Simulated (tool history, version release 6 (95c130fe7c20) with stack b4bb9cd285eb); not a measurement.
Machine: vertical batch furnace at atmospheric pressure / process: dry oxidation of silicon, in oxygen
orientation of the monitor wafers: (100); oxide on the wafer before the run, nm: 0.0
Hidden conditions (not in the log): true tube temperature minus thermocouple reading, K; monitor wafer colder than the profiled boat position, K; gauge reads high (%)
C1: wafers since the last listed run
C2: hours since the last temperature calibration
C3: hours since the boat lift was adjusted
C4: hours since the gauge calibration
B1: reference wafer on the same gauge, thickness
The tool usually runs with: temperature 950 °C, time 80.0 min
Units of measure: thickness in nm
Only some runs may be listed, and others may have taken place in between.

run 1 hour=0.0 | temperature=967 time=80.0 | C1=0 C2=1715.3 C3=4800.0 C4=20.4 | B1=38.56 | thickness=42.97
run 2 hour=54.3 | temperature=967 time=80.0 | C1=495 C2=1769.6 C3=4854.3 C4=74.7 | B1=38.55 | thickness=43.02
run 3 hour=113.0 | temperature=950 time=80.0 | C1=535 C2=1828.3 C3=4913.0 C4=133.4 | B1=38.64 | thickness=37.57
run 4 hour=180.3 | temperature=950 time=80.0 | C1=613 C2=1895.6 C3=4980.3 C4=200.7 | B1=38.68 | thickness=37.32
run 5 hour=214.8 | temperature=950 time=51.0 | C1=314 C2=1930.1 C3=5014.8 C4=235.2 | B1=38.56 | thickness=27.73
run 6 hour=286.8 | temperature=950 time=51.0 | C1=656 C2=2002.1 C3=5086.8 C4=307.2 | B1=38.60 | thickness=28.09
run 7 hour=356.3 | temperature=950 time=56.0 | C1=633 C2=2071.6 C3=5156.3 C4=376.7 | B1=38.58 | thickness=29.54
run 8 hour=411.1 | temperature=950 time=56.0 | C1=499 C2=2126.4 C3=5211.1 C4=431.5 | B1=38.59 | thickness=29.71
run 9 hour=477.1 | temperature=950 time=56.0 | C1=601 C2=2192.4 C3=5277.1 C4=497.5 | B1=38.61 | thickness=29.36
run 10 hour=546.1 | temperature=950 time=80.0 | C1=629 C2=2261.4 C3=5346.1 C4=566.5 | B1=38.53 | thickness=37.40
run 11 hour=592.6 | temperature=950 time=80.0 | C1=424 C2=2307.9 C3=5392.6 C4=613.0 | B1=38.63 | thickness=37.71
run 12 hour=645.6 | temperature=950 time=96.0 | C1=483 C2=2360.9 C3=5445.6 C4=666.0 | B1=38.56 | thickness=42.96
-- hour=673.5 boat lift adjusted
run 13 hour=674.0 | temperature=950 time=96.0 | C1=40 C2=2389.3 C3=0.5 C4=694.4 | B1=38.64 | thickness=42.85
run 14 hour=729.2 | temperature=950 time=80.0 | C1=503 C2=2444.5 C3=55.7 C4=749.6 | B1=38.61 | thickness=37.88
run 15 hour=793.5 | temperature=950 time=80.0 | C1=586 C2=2508.8 C3=120.0 C4=813.9 | B1=38.57 | thickness=37.40
run 16 hour=915.3 | temperature=950 time=80.0 | C1=1110 C2=2630.6 C3=241.8 C4=935.7 | B1=38.61 | thickness=37.85
run 17 hour=947.6 | temperature=950 time=80.0 | C1=294 C2=2662.9 C3=274.1 C4=968.0 | B1=38.62 | thickness=38.29
run 18 hour=987.4 | temperature=950 time=80.0 | C1=362 C2=2702.7 C3=313.9 C4=1007.8 | B1=38.57 | thickness=37.95
-- hour=1004.1 gauge calibrated
run 19 hour=1050.8 | temperature=960 time=60.5 | C1=578 C2=2766.1 C3=377.3 C4=46.7 | B1=38.60 | thickness=34.26
run 20 hour=1084.8 | temperature=935 time=48.5 | C1=310 C2=2800.1 C3=411.3 C4=80.7 | B1=38.62 | thickness=23.45
run 21 hour=1135.6 | temperature=950 time=69.5 | C1=463 C2=2850.9 C3=462.1 C4=131.5 | B1=38.64 | thickness=34.58
run 22 hour=1188.9 | temperature=972 time=67.5 | C1=486 C2=2904.2 C3=515.4 C4=184.8 | B1=38.59 | thickness=40.79
run 23 hour=1248.1 | temperature=950 time=80.0 | C1=539 C2=2963.4 C3=574.6 C4=244.0 | B1=38.58 | thickness=38.00
run 24 hour=1288.9 | temperature=950 time=98.0 | C1=372 C2=3004.2 C3=615.4 C4=284.8 | B1=38.60 | thickness=43.83
run 25 hour=1357.5 | temperature=950 time=64.5 | C1=625 C2=3072.8 C3=684.0 C4=353.4 | B1=38.57 | thickness=32.99

Forecast run 26:
run 26 hour=1400.9 | temperature=950 time=80.0 | C1=395 C2=3116.2 C3=727.4 C4=396.8 | B1=? | thickness=?

{"run 26": {"B1": 38.66, "thickness": 38.15}}
With the hidden condition absent and the run-to-run variation left alone, this run would have shown thickness 36.04 nm.

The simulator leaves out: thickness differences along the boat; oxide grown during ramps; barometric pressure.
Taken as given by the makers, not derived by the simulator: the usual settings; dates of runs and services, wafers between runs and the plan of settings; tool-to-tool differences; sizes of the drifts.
